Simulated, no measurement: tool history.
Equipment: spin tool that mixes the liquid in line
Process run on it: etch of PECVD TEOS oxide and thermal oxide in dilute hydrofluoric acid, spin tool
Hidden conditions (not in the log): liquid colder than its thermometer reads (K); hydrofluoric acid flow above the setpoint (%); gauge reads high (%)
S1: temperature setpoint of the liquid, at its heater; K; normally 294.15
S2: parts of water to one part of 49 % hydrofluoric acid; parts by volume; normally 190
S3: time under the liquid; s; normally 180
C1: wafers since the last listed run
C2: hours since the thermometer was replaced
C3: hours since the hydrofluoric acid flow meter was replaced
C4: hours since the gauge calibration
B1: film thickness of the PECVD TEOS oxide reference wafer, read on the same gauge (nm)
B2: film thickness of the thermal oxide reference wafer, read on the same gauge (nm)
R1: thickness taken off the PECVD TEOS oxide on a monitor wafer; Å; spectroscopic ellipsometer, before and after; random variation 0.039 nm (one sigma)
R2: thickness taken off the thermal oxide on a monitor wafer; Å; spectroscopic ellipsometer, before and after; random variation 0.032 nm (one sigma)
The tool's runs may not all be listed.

{"run": 1, "hour": 0.0, "S1": 294.15, "S2": 190, "S3": 180, "C1": 0, "C2": 127.5, "C3": 646, "C4": 1142.5, "B1": 80.01, "B2": 60.013, "R1": 88.3, "R2": 33.1}
{"run": 2, "hour": 88.3, "S1": 294.15, "S2": 190, "S3": 180, "C1": 355, "C2": 215.8, "C3": 734.3, "C4": 1230.8, "B1": 79.98, "B2": 60.003, "R1": 88.9, "R2": 33.15}
{"run": 3, "hour": 125.1, "S1": 294.15, "S2": 190, "S3": 180, "C1": 147, "C2": 252.6, "C3": 771.1, "C4": 1267.6, "B1": 80.01, "B2": 59.977, "R1": 88.7, "R2": 32.92}
{"hour": 177.5, "done": "hydrofluoric acid flow meter replaced"}
{"run": 4, "hour": 231.5, "S1": 294.15, "S2": 190, "S3": 180, "C1": 423, "C2": 359, "C3": 54, "C4": 1374, "B1": 79.99, "B2": 60.017, "R1": 85.4, "R2": 32.02}
{"run": 5, "hour": 283.6, "S1": 294.15, "S2": 190, "S3": 180, "C1": 209, "C2": 411.1, "C3": 106.1, "C4": 1426.1, "B1": 80, "B2": 60.013, "R1": 84.5, "R2": 31.58}
{"run": 6, "hour": 324.6, "S1": 298.15, "S2": 245, "S3": 230, "C1": 164, "C2": 452.1, "C3": 147.1, "C4": 1467.1, "B1": 80, "B2": 60.053, "R1": 91.9, "R2": 35.33}
{"hour": 357.5, "done": "thermometer replaced"}
{"run": 7, "hour": 377.8, "S1": 297.15, "S2": 235, "S3": 135, "C1": 209, "C2": 20.3, "C3": 200.3, "C4": 1520.3, "B1": 80, "B2": 60.013, "R1": 57.1, "R2": 20.89}
{"run": 8, "hour": 415.6, "S1": 294.15, "S2": 190, "S3": 105, "C1": 152, "C2": 58.1, "C3": 238.1, "C4": 1558.1, "B1": 80, "B2": 59.969, "R1": 51.2, "R2": 19.02}
{"run": 9, "hour": 472.8, "S1": 292.65, "S2": 190, "S3": 100, "C1": 230, "C2": 115.3, "C3": 295.3, "C4": 1615.3, "B1": 80, "B2": 60.024, "R1": 45.4, "R2": 17.15}
{"hour": 480.0, "done": "gauge calibrated"}
{"run": 10, "hour": 535.4, "S1": 290.15, "S2": 145, "S3": 230, "C1": 251, "C2": 177.9, "C3": 357.9, "C4": 55.4, "B1": 80, "B2": 60.02, "R1": 129.4, "R2": 48.61}
{"run": 11, "hour": 591.2, "S1": 294.15, "S2": 190, "S3": 180, "C1": 224, "C2": 233.7, "C3": 413.7, "C4": 111.2, "B1": 79.99, "B2": 60.021, "R1": 87, "R2": 32.53}
{"run": 12, "hour": 630.6, "S1": 294.15, "S2": 190, "S3": 180, "C1": 158, "C2": 273.1, "C3": 453.1, "C4": 150.6, "B1": 80.01, "B2": 59.944, "R1": 86.1, "R2": 32}
{"run": 13, "hour": 686.2, "S1": 290.15, "S2": 145, "S3": 230, "C1": 223, "C2": 328.7, "C3": 508.7, "C4": 206.2, "B1": 80, "B2": 59.975, "R1": 128.7, "R2": 47.83}
{"run": 14, "hour": 744.5, "S1": 290.15, "S2": 160, "S3": 105, "C1": 234, "C2": 387, "C3": 567, "C4": 264.5, "B1": 80, "B2": 59.967, "R1": 52, "R2": 19.46}
{"run": 15, "hour": 781.0, "S1": 294.15, "S2": 190, "S3": 180, "C1": 146, "C2": 423.5, "C3": 603.5, "C4": 301, "B1": 80, "B2": 59.946, "R1": 85.9, "R2": 32.09}
{"run": 16, "hour": 871.6, "S1": 294.15, "S2": 190, "S3": 180, "C1": 364, "C2": 514.1, "C3": 694.1, "C4": 391.6, "B1": 79.99, "B2": 60.027, "R1": 85, "R2": 32.1}
{"hour": 911.0, "done": "thermometer replaced"}
{"run": 17, "hour": 951.0, "S1": 294.15, "S2": 190, "S3": 180, "C1": 315, "C2": 40, "C3": 773.5, "C4": 471, "B1": 79.98, "B2": 60.009, "R1": 90, "R2": 34.13}
{"hour": 1015.7, "done": "hydrofluoric acid flow meter replaced"}
{"run": 18, "hour": 1056.7, "S1": 294.15, "S2": 190, "S3": 180, "C1": 421, "C2": 145.7, "C3": 41, "C4": 576.7, "B1": 80.01, "B2": 59.972, "R1": 86.8, "R2": 32.25}
{"run": 19, "hour": 1109.4, "S1": 294.15, "S2": 190, "S3": 180, "C1": 211, "C2": 198.4, "C3": 93.7, "C4": 629.4, "B1": 80.01, "B2": 59.981, "R1": 86.5, "R2": 32.39}
{"run": 20, "hour": 1153.7, "S1": 291.15, "S2": 190, "S3": 180, "C1": 178, "C2": 242.7, "C3": 138, "C4": 673.7, "B1": 79.99, "B2": 59.966, "R1": 77.2, "R2": 28.76}
{"run": 21, "hour": 1259.7, "S1": 296.15, "S2": 150, "S3": 180, "C1": 426, "C2": 348.7, "C3": 244, "C4": 779.7, "B1": 80, "B2": 60.003, "R1": 123.1, "R2": 46.77}
{"run": 22, "hour": 1365.1, "S1": 294.15, "S2": 125, "S3": 180, "C1": 423, "C2": 454.1, "C3": 349.4, "C4": 885.1, "B1": 80, "B2": 59.975, "R1": 139.1, "R2": 51.92}
{"hour": 1432.5, "done": "thermometer replaced"}
{"run": 23, "hour": 1433.0, "S1": 294.15, "S2": 260, "S3": 95, "C1": 269, "C2": 0.5, "C3": 417.3, "C4": 953, "B1": 80, "B2": 60.016, "R1": 32, "R2": 11.93}
{"run": 24, "hour": 1533.4, "S1": 298.15, "S2": 145, "S3": 265, "C1": 403, "C2": 100.9, "C3": 517.7, "C4": 1053.4, "B1": 80, "B2": 60.034, "R1": 208.6, "R2": 78.55}
{"run": 25, "hour": 1569.4, "S1": 297.15, "S2": 165, "S3": 145, "C1": 144, "C2": 136.9, "C3": 553.7, "C4": 1089.4, "B1": 80.01, "B2": 59.986, "R1": 94.9, "R2": 35.09}
{"run": 26, "hour": 1666.5, "S1": 297.65, "S2": 190, "S3": 280, "C1": 390, "C2": 234, "C3": 650.8, "C4": 1186.5, "B1": 79.99, "B2": 59.99, "R1": 156.6, "R2": 59.55}
{"run": 27, "hour": 1709.2, "S1": 292.65, "S2": 275, "S3": 110, "C1": 171, "C2": 276.7, "C3": 693.5, "C4": 1229.2, "B1": 80.01, "B2": 60, "R1": 32.1, "R2": 12.25}

Alternative continuations, all from the tool just after run 27; predict every row:
{"run": "A", "hour": 1709.7, "S1": 294.15, "S2": 190, "S3": 180, "C1": 2, "C2": 277.2, "C3": 694, "C4": 1229.7, "B1": "?", "B2": "?", "R1": "?", "R2": "?"}
{"run": "B", "hour": 1709.7, "S1": 299.15, "S2": 125, "S3": 100, "C1": 2, "C2": 277.2, "C3": 694, "C4": 1229.7, "B1": "?", "B2": "?", "R1": "?", "R2": "?"}
{"run": "C", "hour": 1709.7, "S1": 296.65, "S2": 155, "S3": 135, "C1": 2, "C2": 277.2, "C3": 694, "C4": 1229.7, "B1": "?", "B2": "?", "R1": "?", "R2": "?"}

run=A B1=80 B2=59.937 R1=87.6 R2=33
run=B B1=80 B2=59.937 R1=96.3 R2=36.28
run=C B1=80 B2=59.937 R1=92 R2=34.66
With the hidden condition removed and each run's random variation left untouched, the same runs would have given:
run=A R1=88.1 R2=33.19
run=B R1=96.9 R2=36.5
run=C R1=92.6 R2=34.86
